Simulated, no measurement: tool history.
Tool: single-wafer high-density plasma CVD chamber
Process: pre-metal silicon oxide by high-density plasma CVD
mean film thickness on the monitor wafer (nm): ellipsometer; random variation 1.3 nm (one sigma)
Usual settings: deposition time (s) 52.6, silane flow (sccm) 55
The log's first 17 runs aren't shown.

run,hour,deposition time (s),silane flow (sccm),"read-back reference wafer on the same gauge, thickness_nm",mean film thickness on the monitor wafer (nm)
18,1445.9,54.9,55,321.894,305.250
19,1530.8,52.6,55,322.034,292.085
20,1612.6,52.6,55,321.980,290.628
21,1713.4,55.2,55,322.369,306.179
22,1758.4,52.6,55,321.977,286.854
23,1850.5,52.6,55,321.994,290.979
24,1902.5,45.4,63,322.277,283.955
25,1950.4,52.6,49,322.084,258.337
26,2030.4,43.6,45,321.890,196.489
27,2091.3,47.3,61,322.102,287.839
28,2165.3,58.0,59,322.407,338.800
# hour 2207.2: gauge calibrated
29,2250.3,52.6,55,321.986,285.887

Forecast run 30:
30,2311.7,52.6,55,?,?

Run 30 gave read-back reference wafer on the same gauge, thickness_nm 321.873, mean film thickness on the monitor wafer (nm) 285.752.
Without the tool's hidden state the same run would have given mean film thickness on the monitor wafer (nm) 289.774.

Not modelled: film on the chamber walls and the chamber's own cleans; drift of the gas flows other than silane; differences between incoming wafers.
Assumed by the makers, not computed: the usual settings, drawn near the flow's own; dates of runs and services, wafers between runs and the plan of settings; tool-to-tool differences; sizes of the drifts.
